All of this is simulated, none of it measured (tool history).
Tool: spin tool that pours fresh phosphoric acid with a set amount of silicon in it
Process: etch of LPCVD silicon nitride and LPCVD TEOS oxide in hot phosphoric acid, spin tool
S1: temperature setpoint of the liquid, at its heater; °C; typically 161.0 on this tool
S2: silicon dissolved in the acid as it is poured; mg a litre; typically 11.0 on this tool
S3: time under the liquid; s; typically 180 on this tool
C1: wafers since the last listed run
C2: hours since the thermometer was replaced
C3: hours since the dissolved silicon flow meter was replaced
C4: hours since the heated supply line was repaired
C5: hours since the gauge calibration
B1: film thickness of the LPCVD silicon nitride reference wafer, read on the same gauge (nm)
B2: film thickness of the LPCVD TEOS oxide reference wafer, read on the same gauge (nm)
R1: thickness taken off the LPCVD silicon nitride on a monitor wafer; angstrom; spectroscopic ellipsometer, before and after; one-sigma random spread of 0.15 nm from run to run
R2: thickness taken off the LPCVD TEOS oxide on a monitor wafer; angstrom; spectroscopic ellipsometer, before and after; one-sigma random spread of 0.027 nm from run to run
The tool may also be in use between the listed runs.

Run 1, hour 0.0: usual settings; C1 0; C2 2327.9; C3 721.6; C4 2157.9; C5 832.1; B1 100.00; B2 90.014. Result: R1 174.0 angstrom, R2 5.46 angstrom.
At hour 34.8: dissolved silicon flow meter replaced.
Run 2, hour 60.0: usual settings but S1 162.5 °C, S3 250 s; C1 410; C2 2387.9; C3 25.2; C4 2217.9; C5 892.1; B1 100.00; B2 89.987. Result: R1 254.1 angstrom, R2 8.42 angstrom.
Run 3, hour 129.6: usual settings; C1 484; C2 2457.5; C3 94.8; C4 2287.5; C5 961.7; B1 100.00; B2 89.995. Result: R1 171.9 angstrom, R2 6.29 angstrom.
At hour 165.6: gauge calibrated.
Run 4, hour 172.8: usual settings; C1 300; C2 2500.7; C3 138.0; C4 2330.7; C5 7.2; B1 100.01; B2 89.989. Result: R1 172.7 angstrom, R2 5.69 angstrom.
Run 5, hour 197.9: usual settings but S1 164.0 °C, S2 8.0 mg a litre, S3 290 s; C1 174; C2 2525.8; C3 163.1; C4 2355.8; C5 32.3; B1 99.98; B2 90.023. Result: R1 316.3 angstrom, R2 13.65 angstrom.
Run 6, hour 231.6: usual settings but S1 162.5 °C, S2 17.0 mg a litre; C1 234; C2 2559.5; C3 196.8; C4 2389.5; C5 66.0; B1 99.99; B2 90.019. Result: R1 183.1 angstrom, R2 5.86 angstrom.
Run 7, hour 284.4: usual settings; C1 367; C2 2612.3; C3 249.6; C4 2442.3; C5 118.8; B1 99.99; B2 89.988. Result: R1 175.7 angstrom, R2 5.58 angstrom.
Run 8, hour 325.0: usual settings but S3 135 s; C1 282; C2 2652.9; C3 290.2; C4 2482.9; C5 159.4; B1 100.02; B2 90.011. Result: R1 131.3 angstrom, R2 4.54 angstrom.
Run 9, hour 354.7: usual settings but S3 215 s; C1 206; C2 2682.6; C3 319.9; C4 2512.6; C5 189.1; B1 100.03; B2 90.000. Result: R1 210.3 angstrom, R2 7.03 angstrom.
Run 10, hour 393.6: usual settings but S2 17.0 mg a litre, S3 275 s; C1 270; C2 2721.5; C3 358.8; C4 2551.5; C5 228.0; B1 99.99; B2 89.989. Result: R1 268.4 angstrom, R2 7.39 angstrom.
At hour 396.3: heated supply line repaired.
Run 11, hour 444.6: usual settings; C1 348; C2 2772.5; C3 409.8; C4 48.3; C5 279.0; B1 100.00; B2 89.991. Result: R1 175.5 angstrom, R2 5.97 angstrom.
At hour 486.3: thermometer replaced.
Run 12, hour 507.4: usual settings but S1 158.5 °C, S2 16.5 mg a litre; C1 430; C2 21.1; C3 472.6; C4 111.1; C5 341.8; B1 99.99; B2 89.993. Result: R1 147.4 angstrom, R2 3.69 angstrom.
Run 13, hour 573.9: usual settings but S1 162.0 °C, S2 16.0 mg a litre, S3 260 s; C1 463; C2 87.6; C3 539.1; C4 177.6; C5 408.3; B1 100.01; B2 90.007. Result: R1 241.6 angstrom, R2 7.13 angstrom.
Run 14, hour 627.8: usual settings but S3 80 s; C1 375; C2 141.5; C3 593.0; C4 231.5; C5 462.2; B1 100.01; B2 90.005. Result: R1 72.3 angstrom, R2 2.42 angstrom.
Run 15, hour 682.0: usual settings but S1 162.0 °C, S3 235 s; C1 377; C2 195.7; C3 647.2; C4 285.7; C5 516.4; B1 99.99; B2 90.007. Result: R1 219.9 angstrom, R2 6.95 angstrom.
Run 16, hour 730.9: usual settings but S1 160.0 °C, S2 14.5 mg a litre, S3 105 s; C1 340; C2 244.6; C3 696.1; C4 334.6; C5 565.3; B1 100.00; B2 89.986. Result: R1 91.6 angstrom, R2 2.47 angstrom.
Run 17, hour 755.3: usual settings; C1 169; C2 269.0; C3 720.5; C4 359.0; C5 589.7; B1 100.01; B2 90.004. Result: R1 160.8 angstrom, R2 4.94 angstrom.
At hour 774.6: dissolved silicon flow meter replaced.
Run 18, hour 797.7: usual settings but S1 160.0 °C, S2 13.5 mg a litre; C1 288; C2 311.4; C3 23.1; C4 401.4; C5 632.1; B1 100.02; B2 89.970. Result: R1 157.1 angstrom, R2 4.64 angstrom.
Run 19, hour 834.3: usual settings but S1 162.5 °C, S2 4.0 mg a litre, S3 240 s; C1 254; C2 348.0; C3 59.7; C4 438.0; C5 668.7; B1 100.01; B2 90.009. Result: R1 223.7 angstrom, R2 9.46 angstrom.
Run 20, hour 888.9: usual settings; C1 380; C2 402.6; C3 114.3; C4 492.6; C5 723.3; B1 100.00; B2 89.987. Result: R1 163.2 angstrom, R2 4.83 angstrom.
Run 21, hour 948.6: usual settings but S2 18.5 mg a litre, S3 90 s; C1 415; C2 462.3; C3 174.0; C4 552.3; C5 783.0; B1 100.02; B2 89.991. Result: R1 82.6 angstrom, R2 2.14 angstrom.

Alternative continuations, all from the tool just after run 21; predict every row:
Run A, hour 949.1: usual settings; C1 3; C2 462.8; C3 174.5; C4 552.8; C5 783.5; B1 ?; B2 ?. Result: R1 ?, R2 ?.
Run B, hour 949.1: usual settings but S1 158.0 °C, S2 15.0 mg a litre, S3 290 s; C1 3; C2 462.8; C3 174.5; C4 552.8; C5 783.5; B1 ?; B2 ?. Result: R1 ?, R2 ?.
Run C, hour 949.1: usual settings but S2 14.0 mg a litre, S3 100 s; C1 3; C2 462.8; C3 174.5; C4 552.8; C5 783.5; B1 ?; B2 ?. Result: R1 ?, R2 ?.
Run D, hour 949.1: usual settings but S1 163.5 °C, S2 7.0 mg a litre, S3 115 s; C1 3; C2 462.8; C3 174.5; C4 552.8; C5 783.5; B1 ?; B2 ?. Result: R1 ?, R2 ?.
Run E, hour 949.1: usual settings but S3 280 s; C1 3; C2 462.8; C3 174.5; C4 552.8; C5 783.5; B1 ?; B2 ?. Result: R1 ?, R2 ?.

run      B1      B2     R1    R2
  A  100.00  89.988  164.6  5.30
  B  100.00  89.988  239.8  6.22
  C  100.00  89.988   91.5  2.75
  D  100.00  89.988  114.3  4.44
  E  100.00  89.988  256.1  8.25
With no hidden state in the tool, these same runs would have given:
run     R1    R2
  A  160.7  5.03
  B  234.0  5.90
  C   89.3  2.60
  D  111.6  4.21
  E  250.0  7.83
